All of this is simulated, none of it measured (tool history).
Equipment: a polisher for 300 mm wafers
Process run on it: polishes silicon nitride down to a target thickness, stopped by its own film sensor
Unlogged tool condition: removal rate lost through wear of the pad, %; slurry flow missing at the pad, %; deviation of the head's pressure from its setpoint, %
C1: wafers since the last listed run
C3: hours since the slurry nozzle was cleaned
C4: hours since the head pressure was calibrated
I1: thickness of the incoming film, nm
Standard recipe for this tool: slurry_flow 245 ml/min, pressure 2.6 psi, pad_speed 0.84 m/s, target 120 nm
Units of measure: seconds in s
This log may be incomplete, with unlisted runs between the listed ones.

{"run": 1, "hour": 0.0, "slurry_flow": 245, "pressure": 2.6, "pad_speed": 0.64, "target": 120, "C1": 0, "wafers polished on this pad": 440, "C3": 349.9, "C4": 960.4, "I1": 277.2, "seconds": 226.7}
{"run": 2, "hour": 25.7, "slurry_flow": 280, "pressure": 2.6, "pad_speed": 0.84, "target": 120, "C1": 156, "wafers polished on this pad": 597, "C3": 375.6, "C4": 986.1, "I1": 278.3, "seconds": 180.9}
{"run": 3, "hour": 61.6, "slurry_flow": 280, "pressure": 2.6, "pad_speed": 0.84, "target": 120, "C1": 218, "wafers polished on this pad": 815, "C3": 411.5, "C4": 1022, "I1": 284.1, "seconds": 189.7}
{"run": 4, "hour": 91.5, "slurry_flow": 245, "pressure": 2.6, "pad_speed": 0.84, "target": 120, "C1": 182, "wafers polished on this pad": 997, "C3": 441.4, "C4": 1051.9, "I1": 277.2, "seconds": 191.8}
{"hour": 107.0, "done": "worn pad replaced by a new one"}
{"run": 5, "hour": 126.1, "slurry_flow": 245, "pressure": 2.6, "pad_speed": 0.84, "target": 120, "C1": 186, "wafers polished on this pad": 116, "C3": 476, "C4": 1086.5, "I1": 281.3, "seconds": 179.6}
{"run": 6, "hour": 185.7, "slurry_flow": 245, "pressure": 2.6, "pad_speed": 0.84, "target": 120, "C1": 362, "wafers polished on this pad": 479, "C3": 535.6, "C4": 1146.1, "I1": 280.8, "seconds": 186.6}
{"run": 7, "hour": 208.6, "slurry_flow": 245, "pressure": 2.6, "pad_speed": 0.84, "target": 120, "C1": 139, "wafers polished on this pad": 618, "C3": 558.5, "C4": 1169, "I1": 281.1, "seconds": 187.9}
{"run": 8, "hour": 236.8, "slurry_flow": 245, "pressure": 2.6, "pad_speed": 0.84, "target": 120, "C1": 171, "wafers polished on this pad": 790, "C3": 586.7, "C4": 1197.2, "I1": 281.6, "seconds": 192.4}
{"run": 9, "hour": 259.5, "slurry_flow": 245, "pressure": 2.6, "pad_speed": 0.84, "target": 120, "C1": 138, "wafers polished on this pad": 928, "C3": 609.4, "C4": 1219.9, "I1": 281.4, "seconds": 193.1}
{"run": 10, "hour": 292.1, "slurry_flow": 245, "pressure": 2.6, "pad_speed": 0.84, "target": 120, "C1": 198, "wafers polished on this pad": 1127, "C3": 642, "C4": 1252.5, "I1": 282.4, "seconds": 193.5}
{"hour": 297.9, "done": "worn pad replaced by a new one"}
{"run": 11, "hour": 313.5, "slurry_flow": 245, "pressure": 2.6, "pad_speed": 0.84, "target": 120, "C1": 105, "wafers polished on this pad": 95, "C3": 663.4, "C4": 1273.9, "I1": 277.4, "seconds": 170}
{"run": 12, "hour": 329.9, "slurry_flow": 245, "pressure": 2.6, "pad_speed": 0.84, "target": 120, "C1": 99, "wafers polished on this pad": 194, "C3": 679.8, "C4": 1290.3, "I1": 278.9, "seconds": 175.9}
{"run": 13, "hour": 353.7, "slurry_flow": 245, "pressure": 2.6, "pad_speed": 0.84, "target": 120, "C1": 144, "wafers polished on this pad": 339, "C3": 703.6, "C4": 1314.1, "I1": 285.3, "seconds": 187}
{"run": 14, "hour": 369.5, "slurry_flow": 245, "pressure": 2.2, "pad_speed": 0.66, "target": 83, "C1": 96, "wafers polished on this pad": 436, "C3": 719.4, "C4": 1329.9, "I1": 279.1, "seconds": 312}
{"run": 15, "hour": 395.3, "slurry_flow": 245, "pressure": 2.6, "pad_speed": 1.02, "target": 144, "C1": 157, "wafers polished on this pad": 593, "C3": 745.2, "C4": 1355.7, "I1": 278.3, "seconds": 133.1}
{"run": 16, "hour": 409.9, "slurry_flow": 245, "pressure": 2.3, "pad_speed": 0.84, "target": 120, "C1": 88, "wafers polished on this pad": 682, "C3": 759.8, "C4": 1370.3, "I1": 277.9, "seconds": 201.4}
{"hour": 426.6, "done": "head pressure recalibrated"}
{"run": 17, "hour": 427.1, "slurry_flow": 245, "pressure": 2.1, "pad_speed": 0.62, "target": 120, "C1": 92, "wafers polished on this pad": 774, "C3": 777, "C4": 0.5, "I1": 283.1, "seconds": 279.1}
{"hour": 460.5, "done": "worn pad replaced by a new one"}
{"run": 18, "hour": 461.0, "slurry_flow": 245, "pressure": 2.6, "pad_speed": 0.84, "target": 169, "C1": 182, "wafers polished on this pad": 3, "C3": 810.9, "C4": 34.4, "I1": 284.4, "seconds": 122.1}
{"run": 19, "hour": 479.6, "slurry_flow": 245, "pressure": 3.1, "pad_speed": 0.98, "target": 153, "C1": 113, "wafers polished on this pad": 116, "C3": 829.5, "C4": 53, "I1": 274.4, "seconds": 104.4}
{"hour": 492.3, "done": "slurry nozzle cleaned"}
{"run": 20, "hour": 508.8, "slurry_flow": 245, "pressure": 2.6, "pad_speed": 0.84, "target": 120, "C1": 171, "wafers polished on this pad": 288, "C3": 16.5, "C4": 82.2, "I1": 281.5, "seconds": 182.3}
{"run": 21, "hour": 544.4, "slurry_flow": 245, "pressure": 2.6, "pad_speed": 0.84, "target": 69, "C1": 216, "wafers polished on this pad": 504, "C3": 52.1, "C4": 117.8, "I1": 281.1, "seconds": 256.9}
{"run": 22, "hour": 561.2, "slurry_flow": 245, "pressure": 2.6, "pad_speed": 0.84, "target": 69, "C1": 102, "wafers polished on this pad": 607, "C3": 68.9, "C4": 134.6, "I1": 279.6, "seconds": 248.5}
{"run": 23, "hour": 596.5, "slurry_flow": 245, "pressure": 2.6, "pad_speed": 0.84, "target": 143, "C1": 214, "wafers polished on this pad": 822, "C3": 104.2, "C4": 169.9, "I1": 285.3, "seconds": 173.1}
{"run": 24, "hour": 619.9, "slurry_flow": 245, "pressure": 2.6, "pad_speed": 0.84, "target": 120, "C1": 142, "wafers polished on this pad": 964, "C3": 127.6, "C4": 193.3, "I1": 279.1, "seconds": 193.2}
{"hour": 627.7, "done": "worn pad replaced by a new one"}
{"run": 25, "hour": 680.3, "slurry_flow": 300, "pressure": 2.6, "pad_speed": 0.84, "target": 120, "C1": 343, "wafers polished on this pad": 320, "C3": 188, "C4": 253.7, "I1": 280.8, "seconds": 180.8}

A few steps of seconds between consecutive runs. Split each: what settings, incoming material and random variation would produce without the hidden state, and what is left over for the hidden state, along with gauge scatter present in only one of the two compared results (measured, and without hidden state):
Run 10 -> 11: worn pad replaced by a new one. seconds -23.5 s: hidden state -19.6, all else -3.9.
Run 14 -> 15: pressure 2.2 -> 2.6, pad_speed 0.66 -> 1.02, target 83 -> 144. seconds -178.9 s: hidden state -14.3, all else -164.6.
Run 17 -> 18: pressure 2.1 -> 2.6, pad_speed 0.62 -> 0.84, target 120 -> 169, worn pad replaced by a new one. seconds -157 s: hidden state -29.9, all else -127.1.
